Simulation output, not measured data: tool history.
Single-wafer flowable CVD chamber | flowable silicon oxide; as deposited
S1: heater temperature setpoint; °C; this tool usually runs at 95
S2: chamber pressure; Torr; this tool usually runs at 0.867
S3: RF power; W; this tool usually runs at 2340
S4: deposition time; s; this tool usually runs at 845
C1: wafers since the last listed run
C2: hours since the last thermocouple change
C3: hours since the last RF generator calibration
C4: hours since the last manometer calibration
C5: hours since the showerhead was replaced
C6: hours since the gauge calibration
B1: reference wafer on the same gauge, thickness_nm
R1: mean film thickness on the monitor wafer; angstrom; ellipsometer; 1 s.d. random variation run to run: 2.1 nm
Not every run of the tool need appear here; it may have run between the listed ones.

{"run": 1, "hour": 0.0, "S1": 95, "S2": 0.867, "S3": 2460, "S4": 845, "C1": 0, "C2": 2202.2, "C3": 2095.7, "C4": 1934.7, "C5": 5834.6, "C6": 569.0, "B1": 750.035, "R1": 7420.72}
{"hour": 10.2, "done": "gauge calibrated"}
{"run": 2, "hour": 29.0, "S1": 95, "S2": 0.867, "S3": 2460, "S4": 845, "C1": 83, "C2": 2231.2, "C3": 2124.7, "C4": 1963.7, "C5": 5863.6, "C6": 18.8, "B1": 749.543, "R1": 7394.75}
{"run": 3, "hour": 70.0, "S1": 95, "S2": 0.867, "S3": 2460, "S4": 845, "C1": 118, "C2": 2272.2, "C3": 2165.7, "C4": 2004.7, "C5": 5904.6, "C6": 59.8, "B1": 749.814, "R1": 7389.94}
{"run": 4, "hour": 101.2, "S1": 95, "S2": 0.867, "S3": 2340, "S4": 845, "C1": 90, "C2": 2303.4, "C3": 2196.9, "C4": 2035.9, "C5": 5935.8, "C6": 91.0, "B1": 750.127, "R1": 7291.84}
{"run": 5, "hour": 159.7, "S1": 95, "S2": 0.867, "S3": 2340, "S4": 845, "C1": 168, "C2": 2361.9, "C3": 2255.4, "C4": 2094.4, "C5": 5994.3, "C6": 149.5, "B1": 749.537, "R1": 7336.34}
{"run": 6, "hour": 231.3, "S1": 105, "S2": 0.867, "S3": 2340, "S4": 845, "C1": 206, "C2": 2433.5, "C3": 2327.0, "C4": 2166.0, "C5": 6065.9, "C6": 221.1, "B1": 748.926, "R1": 5017.6}
{"run": 7, "hour": 258.1, "S1": 105, "S2": 0.867, "S3": 2340, "S4": 845, "C1": 77, "C2": 2460.3, "C3": 2353.8, "C4": 2192.8, "C5": 6092.7, "C6": 247.9, "B1": 748.926, "R1": 5028.3}
{"run": 8, "hour": 321.2, "S1": 95, "S2": 0.99, "S3": 2340, "S4": 845, "C1": 182, "C2": 2523.4, "C3": 2416.9, "C4": 2255.9, "C5": 6155.8, "C6": 311.0, "B1": 749.297, "R1": 8444.98}
{"run": 9, "hour": 372.0, "S1": 95, "S2": 0.99, "S3": 2340, "S4": 845, "C1": 146, "C2": 2574.2, "C3": 2467.7, "C4": 2306.7, "C5": 6206.6, "C6": 361.8, "B1": 750.33, "R1": 8378.5}
{"run": 10, "hour": 415.9, "S1": 86, "S2": 1.012, "S3": 2340, "S4": 845, "C1": 126, "C2": 2618.1, "C3": 2511.6, "C4": 2350.6, "C5": 6250.5, "C6": 405.7, "B1": 749.365, "R1": 11819.32}
{"run": 11, "hour": 484.1, "S1": 95, "S2": 0.867, "S3": 2340, "S4": 845, "C1": 196, "C2": 2686.3, "C3": 2579.8, "C4": 2418.8, "C5": 6318.7, "C6": 473.9, "B1": 749.705, "R1": 7346.14}
{"run": 12, "hour": 544.7, "S1": 95, "S2": 1.019, "S3": 2340, "S4": 845, "C1": 174, "C2": 2746.9, "C3": 2640.4, "C4": 2479.4, "C5": 6379.3, "C6": 534.5, "B1": 750.403, "R1": 8680.69}
{"hour": 553.8, "done": "capacitance manometer re-zeroed and calibrated"}
{"hour": 561.3, "done": "showerhead replaced, of another model than before"}
{"hour": 616.9, "done": "thermocouple changed; heater temperature recalibrated"}
{"run": 13, "hour": 619.7, "S1": 95, "S2": 0.867, "S3": 2460, "S4": 845, "C1": 148, "C2": 2.8, "C3": 2715.4, "C4": 65.9, "C5": 58.4, "C6": 609.5, "B1": 750.549, "R1": 7022.88}
{"hour": 658.7, "done": "gauge calibrated"}
{"run": 14, "hour": 690.1, "S1": 95, "S2": 0.867, "S3": 2340, "S4": 845, "C1": 203, "C2": 73.2, "C3": 2785.8, "C4": 136.3, "C5": 128.8, "C6": 31.4, "B1": 750.785, "R1": 6913.42}
{"hour": 738.5, "done": "RF generator calibrated"}
{"run": 15, "hour": 739.0, "S1": 95, "S2": 0.867, "S3": 2340, "S4": 845, "C1": 118, "C2": 122.1, "C3": 0.5, "C4": 185.2, "C5": 177.7, "C6": 80.3, "B1": 750.76, "R1": 6940.05}
{"run": 16, "hour": 758.7, "S1": 95, "S2": 0.741, "S3": 2340, "S4": 845, "C1": 56, "C2": 141.8, "C3": 20.2, "C4": 204.9, "C5": 197.4, "C6": 100.0, "B1": 749.748, "R1": 6195.47}
{"run": 17, "hour": 825.8, "S1": 85, "S2": 0.795, "S3": 2470, "S4": 758, "C1": 193, "C2": 208.9, "C3": 87.3, "C4": 272.0, "C5": 264.5, "C6": 167.1, "B1": 749.545, "R1": 8500.95}
{"run": 18, "hour": 879.2, "S1": 109, "S2": 0.867, "S3": 2050, "S4": 845, "C1": 154, "C2": 262.3, "C3": 140.7, "C4": 325.4, "C5": 317.9, "C6": 220.5, "B1": 749.651, "R1": 3800.16}
{"run": 19, "hour": 946.7, "S1": 95, "S2": 0.932, "S3": 2540, "S4": 967, "C1": 194, "C2": 329.8, "C3": 208.2, "C4": 392.9, "C5": 385.4, "C6": 288.0, "B1": 749.631, "R1": 8559.28}
{"run": 20, "hour": 991.9, "S1": 90, "S2": 0.735, "S3": 2130, "S4": 999, "C1": 130, "C2": 375.0, "C3": 253.4, "C4": 438.1, "C5": 430.6, "C6": 333.2, "B1": 750.163, "R1": 8479.43}
{"run": 21, "hour": 1058.3, "S1": 86, "S2": 0.867, "S3": 2065, "S4": 924, "C1": 191, "C2": 441.4, "C3": 319.8, "C4": 504.5, "C5": 497.0, "C6": 399.6, "B1": 749.895, "R1": 9789.03}
{"run": 22, "hour": 1125.1, "S1": 95, "S2": 0.867, "S3": 2340, "S4": 845, "C1": 192, "C2": 508.2, "C3": 386.6, "C4": 571.3, "C5": 563.8, "C6": 466.4, "B1": 750.135, "R1": 7015.02}
{"run": 23, "hour": 1154.9, "S1": 95, "S2": 0.867, "S3": 2485, "S4": 845, "C1": 86, "C2": 538.0, "C3": 416.4, "C4": 601.1, "C5": 593.6, "C6": 496.2, "B1": 749.205, "R1": 7120.48}

Predict each of these 5 candidate next runs independently; none follows another, all start after run 23:
{"run": "A", "hour": 1155.5, "S1": 95, "S2": 0.968, "S3": 2340, "S4": 845, "C1": 1, "C2": 538.6, "C3": 417.0, "C4": 601.7, "C5": 594.2, "C6": 496.8, "B1": "?", "R1": "?"}
{"run": "B", "hour": 1155.5, "S1": 88, "S2": 0.867, "S3": 2805, "S4": 793, "C1": 1, "C2": 538.6, "C3": 417.0, "C4": 601.7, "C5": 594.2, "C6": 496.8, "B1": "?", "R1": "?"}
{"run": "C", "hour": 1155.5, "S1": 108, "S2": 0.867, "S3": 1945, "S4": 845, "C1": 1, "C2": 538.6, "C3": 417.0, "C4": 601.7, "C5": 594.2, "C6": 496.8, "B1": "?", "R1": "?"}
{"run": "D", "hour": 1155.5, "S1": 95, "S2": 1.004, "S3": 2515, "S4": 845, "C1": 1, "C2": 538.6, "C3": 417.0, "C4": 601.7, "C5": 594.2, "C6": 496.8, "B1": "?", "R1": "?"}
{"run": "E", "hour": 1155.5, "S1": 95, "S2": 0.867, "S3": 2180, "S4": 845, "C1": 1, "C2": 538.6, "C3": 417.0, "C4": 601.7, "C5": 594.2, "C6": 496.8, "B1": "?", "R1": "?"}

run=A B1=750.350 R1=7603.47
run=B B1=750.350 R1=8833.48
run=C B1=750.350 R1=3805.19
run=D B1=750.350 R1=7971.70
run=E B1=750.350 R1=6813.05
With the hidden condition removed and each run's random variation left untouched, the same runs would have given:
run=A R1=7526.98
run=B R1=8754.12
run=C R1=3767.68
run=D R1=7891.50
run=E R1=6744.51
